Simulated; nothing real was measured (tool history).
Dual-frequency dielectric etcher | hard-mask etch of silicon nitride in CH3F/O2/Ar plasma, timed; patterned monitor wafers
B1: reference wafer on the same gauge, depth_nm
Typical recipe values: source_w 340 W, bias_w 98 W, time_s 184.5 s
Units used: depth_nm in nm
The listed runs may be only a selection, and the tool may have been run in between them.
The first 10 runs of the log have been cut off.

run 11 hour=211.7 | source_w=370 bias_w=80 time_s=202.0 | B1=147.1 | depth_nm=137.8
run 12 hour=243.2 | source_w=340 bias_w=98 time_s=184.5 | B1=147.0 | depth_nm=128.0
run 13 hour=261.0 | source_w=420 bias_w=89 time_s=129.5 | B1=147.0 | depth_nm=94.7
-- hour=275.4 bias power generator calibrated
run 14 hour=280.6 | source_w=400 bias_w=98 time_s=184.5 | B1=147.1 | depth_nm=136.3
run 15 hour=306.9 | source_w=270 bias_w=98 time_s=184.5 | B1=147.0 | depth_nm=117.6
run 16 hour=337.1 | source_w=340 bias_w=98 time_s=184.5 | B1=146.9 | depth_nm=128.6
-- hour=362.2 upper electrode replaced
run 17 hour=370.5 | source_w=260 bias_w=114 time_s=142.5 | B1=146.9 | depth_nm=93.5
-- hour=397.2 source power generator calibrated
-- hour=414.7 wet clean of the chamber
run 18 hour=415.2 | source_w=380 bias_w=88 time_s=239.0 | B1=147.0 | depth_nm=168.0

The next listed run, before its measurement:
run 19 hour=420.9 | source_w=290 bias_w=82 time_s=235.0 | B1=? | depth_nm=?

Run 19 measured B1 147.0, depth_nm 147.5 nm.
With no hidden state in the tool, this same run would have given depth_nm 147.5 nm.
